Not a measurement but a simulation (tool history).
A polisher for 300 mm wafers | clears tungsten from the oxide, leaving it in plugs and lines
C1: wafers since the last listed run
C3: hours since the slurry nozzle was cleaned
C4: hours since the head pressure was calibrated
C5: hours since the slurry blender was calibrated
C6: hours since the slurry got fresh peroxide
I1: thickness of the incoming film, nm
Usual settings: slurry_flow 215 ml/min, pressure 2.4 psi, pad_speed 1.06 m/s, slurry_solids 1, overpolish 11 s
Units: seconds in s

{"run": 1, "hour": 0.0, "slurry_flow": 240, "pressure": 2.4, "pad_speed": 1.06, "slurry_solids": 1, "overpolish": 11, "C1": 0, "wafers polished on this pad": 575, "C3": 166.1, "C4": 157, "C5": 95.8, "C6": 127.7, "I1": 267.9, "seconds": 85.1}
{"hour": 6.4, "done": "slurry tank refilled with fresh slurry and peroxide"}
{"run": 2, "hour": 30.0, "slurry_flow": 240, "pressure": 2.4, "pad_speed": 1.06, "slurry_solids": 1, "overpolish": 11, "C1": 327, "wafers polished on this pad": 902, "C3": 196.1, "C4": 187, "C5": 125.8, "C6": 23.6, "I1": 271.3, "seconds": 87.3}
{"hour": 63.9, "done": "worn pad replaced by a new one"}
{"run": 3, "hour": 64.6, "slurry_flow": 215, "pressure": 2.4, "pad_speed": 1.06, "slurry_solids": 1, "overpolish": 11, "C1": 345, "wafers polished on this pad": 8, "C3": 230.7, "C4": 221.6, "C5": 160.4, "C6": 58.2, "I1": 268.9, "seconds": 92.4}
{"run": 4, "hour": 88.5, "slurry_flow": 215, "pressure": 2.4, "pad_speed": 1.06, "slurry_solids": 1, "overpolish": 11, "C1": 269, "wafers polished on this pad": 277, "C3": 254.6, "C4": 245.5, "C5": 184.3, "C6": 82.1, "I1": 266.6, "seconds": 95.9}
{"hour": 101.7, "done": "slurry blender recalibrated"}
{"run": 5, "hour": 118.8, "slurry_flow": 215, "pressure": 2.4, "pad_speed": 0.76, "slurry_solids": 1, "overpolish": 11, "C1": 319, "wafers polished on this pad": 597, "C3": 284.9, "C4": 275.8, "C5": 17.1, "C6": 112.4, "I1": 269.4, "seconds": 115.1}
{"hour": 128.0, "done": "slurry nozzle cleaned"}
{"run": 6, "hour": 149.0, "slurry_flow": 215, "pressure": 3, "pad_speed": 1.06, "slurry_solids": 1, "overpolish": 11, "C1": 329, "wafers polished on this pad": 926, "C3": 21, "C4": 306, "C5": 47.3, "C6": 142.6, "I1": 271.2, "seconds": 72.1}
{"hour": 152.2, "done": "slurry tank refilled with fresh slurry and peroxide"}
{"run": 7, "hour": 178.6, "slurry_flow": 215, "pressure": 2.4, "pad_speed": 1.06, "slurry_solids": 0.85, "overpolish": 11, "C1": 322, "wafers polished on this pad": 1249, "C3": 50.6, "C4": 335.6, "C5": 76.9, "C6": 26.4, "I1": 272.4, "seconds": 89.8}
{"hour": 202.3, "done": "worn pad replaced by a new one"}
{"run": 8, "hour": 211.4, "slurry_flow": 215, "pressure": 2.4, "pad_speed": 1.06, "slurry_solids": 0.85, "overpolish": 11, "C1": 324, "wafers polished on this pad": 102, "C3": 83.4, "C4": 368.4, "C5": 109.7, "C6": 59.2, "I1": 268.7, "seconds": 88.7}
{"run": 9, "hour": 245.0, "slurry_flow": 215, "pressure": 2.4, "pad_speed": 1.06, "slurry_solids": 1, "overpolish": 11, "C1": 378, "wafers polished on this pad": 481, "C3": 117, "C4": 402, "C5": 143.3, "C6": 92.8, "I1": 271.7, "seconds": 87}
{"run": 10, "hour": 259.1, "slurry_flow": 215, "pressure": 2.4, "pad_speed": 1.06, "slurry_solids": 1, "overpolish": 11, "C1": 159, "wafers polished on this pad": 640, "C3": 131.1, "C4": 416.1, "C5": 157.4, "C6": 106.9, "I1": 271.8, "seconds": 90.4}
{"hour": 268.0, "done": "slurry tank refilled with fresh slurry and peroxide"}
{"run": 11, "hour": 294.3, "slurry_flow": 215, "pressure": 2.4, "pad_speed": 1.06, "slurry_solids": 1, "overpolish": 5, "C1": 385, "wafers polished on this pad": 1026, "C3": 166.3, "C4": 451.3, "C5": 192.6, "C6": 26.3, "I1": 272.1, "seconds": 95.4}
{"hour": 314.8, "done": "slurry blender recalibrated"}
{"run": 12, "hour": 322.3, "slurry_flow": 250, "pressure": 2.4, "pad_speed": 0.96, "slurry_solids": 0.8, "overpolish": 11, "C1": 293, "wafers polished on this pad": 1319, "C3": 194.3, "C4": 479.3, "C5": 7.5, "C6": 54.3, "I1": 268.5, "seconds": 93.9}
{"hour": 332.0, "done": "head pressure recalibrated"}
{"hour": 346.0, "done": "worn pad replaced by a new one"}
{"run": 13, "hour": 388.7, "slurry_flow": 215, "pressure": 3, "pad_speed": 1.06, "slurry_solids": 1, "overpolish": 11, "C1": 681, "wafers polished on this pad": 481, "C3": 260.7, "C4": 56.7, "C5": 73.9, "C6": 120.7, "I1": 270, "seconds": 75.3}
{"hour": 403.1, "done": "slurry tank refilled with fresh slurry and peroxide"}
{"run": 14, "hour": 413.7, "slurry_flow": 250, "pressure": 3.1, "pad_speed": 1.18, "slurry_solids": 1.15, "overpolish": 11, "C1": 270, "wafers polished on this pad": 751, "C3": 285.7, "C4": 81.7, "C5": 98.9, "C6": 10.6, "I1": 271.2, "seconds": 63.6}
{"hour": 473.3, "done": "worn pad replaced by a new one"}
{"run": 15, "hour": 473.8, "slurry_flow": 215, "pressure": 2.4, "pad_speed": 1.06, "slurry_solids": 1, "overpolish": 11, "C1": 632, "wafers polished on this pad": 5, "C3": 345.8, "C4": 141.8, "C5": 159, "C6": 70.7, "I1": 266, "seconds": 97.1}
{"run": 16, "hour": 505.9, "slurry_flow": 150, "pressure": 1.9, "pad_speed": 1.06, "slurry_solids": 0.8, "overpolish": 11, "C1": 362, "wafers polished on this pad": 367, "C3": 377.9, "C4": 173.9, "C5": 191.1, "C6": 102.8, "I1": 272.7, "seconds": 148.6}
{"hour": 511.0, "done": "slurry nozzle cleaned"}
{"hour": 524.5, "done": "slurry tank refilled with fresh slurry and peroxide"}
{"hour": 562.8, "done": "slurry blender recalibrated"}
{"run": 17, "hour": 575.7, "slurry_flow": 215, "pressure": 2.4, "pad_speed": 1.06, "slurry_solids": 1, "overpolish": 5, "C1": 742, "wafers polished on this pad": 1109, "C3": 64.7, "C4": 243.7, "C5": 12.9, "C6": 51.2, "I1": 267.5, "seconds": 78.7}
{"run": 18, "hour": 603.1, "slurry_flow": 215, "pressure": 2.4, "pad_speed": 1.32, "slurry_solids": 1, "overpolish": 11, "C1": 309, "wafers polished on this pad": 1418, "C3": 92.1, "C4": 271.1, "C5": 40.3, "C6": 78.6, "I1": 264.8, "seconds": 63.9}
{"hour": 617.5, "done": "worn pad replaced by a new one"}
{"run": 19, "hour": 626.5, "slurry_flow": 240, "pressure": 1.8, "pad_speed": 1.06, "slurry_solids": 1, "overpolish": 11, "C1": 218, "wafers polished on this pad": 101, "C3": 115.5, "C4": 294.5, "C5": 63.7, "C6": 102, "I1": 273.1, "seconds": 96.1}
{"run": 20, "hour": 646.1, "slurry_flow": 185, "pressure": 2.4, "pad_speed": 0.92, "slurry_solids": 1, "overpolish": 14, "C1": 221, "wafers polished on this pad": 322, "C3": 135.1, "C4": 314.1, "C5": 83.3, "C6": 121.6, "I1": 274.6, "seconds": 104.6}

Forecast each of these 3 alternatives for the next run:
{"run": "A", "hour": 646.6, "slurry_flow": 215, "pressure": 2.4, "pad_speed": 1.06, "slurry_solids": 0.8, "overpolish": 11, "C1": 5, "wafers polished on this pad": 328, "C3": 135.6, "C4": 314.6, "C5": 83.8, "C6": 122.1, "I1": 274.7, "seconds": "?"}
{"run": "B", "hour": 646.6, "slurry_flow": 285, "pressure": 2.4, "pad_speed": 1.16, "slurry_solids": 1.1, "overpolish": 4, "C1": 5, "wafers polished on this pad": 328, "C3": 135.6, "C4": 314.6, "C5": 83.8, "C6": 122.1, "I1": 274.7, "seconds": "?"}
{"run": "C", "hour": 646.6, "slurry_flow": 215, "pressure": 2.4, "pad_speed": 1.18, "slurry_solids": 1.15, "overpolish": 13, "C1": 5, "wafers polished on this pad": 328, "C3": 135.6, "C4": 314.6, "C5": 83.8, "C6": 122.1, "I1": 274.7, "seconds": "?"}

run=A seconds=92.3
run=B seconds=72.9
run=C seconds=73.3
Without the tool's hidden state the same runs would have given:
run=A seconds=85.5
run=B seconds=67.6
run=C seconds=67.6

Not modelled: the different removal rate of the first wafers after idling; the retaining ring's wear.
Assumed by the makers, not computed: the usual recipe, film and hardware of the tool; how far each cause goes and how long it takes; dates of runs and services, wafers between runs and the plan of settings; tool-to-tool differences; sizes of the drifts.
